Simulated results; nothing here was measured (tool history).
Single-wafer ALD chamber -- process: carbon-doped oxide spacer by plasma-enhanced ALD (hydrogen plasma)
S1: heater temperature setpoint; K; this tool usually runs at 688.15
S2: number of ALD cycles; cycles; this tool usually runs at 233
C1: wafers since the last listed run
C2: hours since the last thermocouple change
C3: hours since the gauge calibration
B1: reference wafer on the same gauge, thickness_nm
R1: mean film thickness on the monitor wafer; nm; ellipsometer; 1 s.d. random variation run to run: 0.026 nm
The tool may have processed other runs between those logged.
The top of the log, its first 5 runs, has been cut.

run 6 hour=58.3 | S1=694.15 S2=233 | C1=23 C2=1051.5 C3=89.0 | B1=11.300 | R1=10.310
run 7 hour=66.1 | S1=688.15 S2=233 | C1=16 C2=1059.3 C3=96.8 | B1=11.300 | R1=10.557
run 8 hour=72.5 | S1=692.15 S2=233 | C1=13 C2=1065.7 C3=103.2 | B1=11.297 | R1=10.391
run 9 hour=86.8 | S1=692.15 S2=233 | C1=30 C2=1080.0 C3=117.5 | B1=11.297 | R1=10.360
run 10 hour=103.4 | S1=692.15 S2=233 | C1=34 C2=1096.6 C3=134.1 | B1=11.299 | R1=10.406
run 11 hour=111.8 | S1=688.15 S2=258 | C1=17 C2=1105.0 C3=142.5 | B1=11.305 | R1=11.673
run 12 hour=129.5 | S1=688.15 S2=258 | C1=37 C2=1122.7 C3=160.2 | B1=11.303 | R1=11.620
run 13 hour=142.8 | S1=688.15 S2=233 | C1=27 C2=1136.0 C3=173.5 | B1=11.307 | R1=10.508
run 14 hour=155.5 | S1=688.15 S2=233 | C1=26 C2=1148.7 C3=186.2 | B1=11.308 | R1=10.505
run 15 hour=163.9 | S1=688.15 S2=233 | C1=17 C2=1157.1 C3=194.6 | B1=11.316 | R1=10.553
run 16 hour=173.9 | S1=688.15 S2=255 | C1=21 C2=1167.1 C3=204.6 | B1=11.303 | R1=11.524
run 17 hour=183.5 | S1=688.15 S2=233 | C1=20 C2=1176.7 C3=214.2 | B1=11.296 | R1=10.594
-- hour=191.8 thermocouple changed; heater temperature recalibrated
run 18 hour=192.3 | S1=694.15 S2=233 | C1=1 C2=0.5 C3=223.0 | B1=11.300 | R1=10.287
run 19 hour=201.4 | S1=683.15 S2=217 | C1=19 C2=9.6 C3=232.1 | B1=11.312 | R1=9.978
-- hour=214.3 gauge calibrated
run 20 hour=215.2 | S1=688.15 S2=213 | C1=29 C2=23.4 C3=0.9 | B1=11.305 | R1=9.588
run 21 hour=227.4 | S1=688.15 S2=191 | C1=25 C2=35.6 C3=13.1 | B1=11.305 | R1=8.652
run 22 hour=241.0 | S1=683.15 S2=217 | C1=28 C2=49.2 C3=26.7 | B1=11.299 | R1=9.969
run 23 hour=248.9 | S1=700.15 S2=254 | C1=16 C2=57.1 C3=34.6 | B1=11.307 | R1=10.973
run 24 hour=299.6 | S1=688.15 S2=271 | C1=106 C2=107.8 C3=85.3 | B1=11.304 | R1=12.229
run 25 hour=305.8 | S1=688.15 S2=233 | C1=13 C2=114.0 C3=91.5 | B1=11.300 | R1=10.586
run 26 hour=317.2 | S1=688.15 S2=233 | C1=23 C2=125.4 C3=102.9 | B1=11.308 | R1=10.539
run 27 hour=334.9 | S1=702.15 S2=246 | C1=37 C2=143.1 C3=120.6 | B1=11.300 | R1=10.545
run 28 hour=341.2 | S1=678.15 S2=279 | C1=13 C2=149.4 C3=126.9 | B1=11.309 | R1=13.117
run 29 hour=356.5 | S1=683.15 S2=206 | C1=32 C2=164.7 C3=142.2 | B1=11.305 | R1=9.422
run 30 hour=368.1 | S1=688.15 S2=233 | C1=24 C2=176.3 C3=153.8 | B1=11.299 | R1=10.522

Below are 3 alternative next runs, each starting from the tool's condition after run 30. Predict each:
run A hour=368.9 | S1=688.15 S2=196 | C1=1 C2=177.1 C3=154.6 | B1=? | R1=?
run B hour=368.9 | S1=678.15 S2=207 | C1=1 C2=177.1 C3=154.6 | B1=? | R1=?
run C hour=368.9 | S1=683.15 S2=204 | C1=1 C2=177.1 C3=154.6 | B1=? | R1=?

run=A B1=11.295 R1=8.811
run=B B1=11.295 R1=9.639
run=C B1=11.295 R1=9.335
The same runs, with their run-to-run variation unchanged, on a tool lacking any hidden condition would have given:
run=A R1=8.811
run=B R1=9.639
run=C R1=9.335
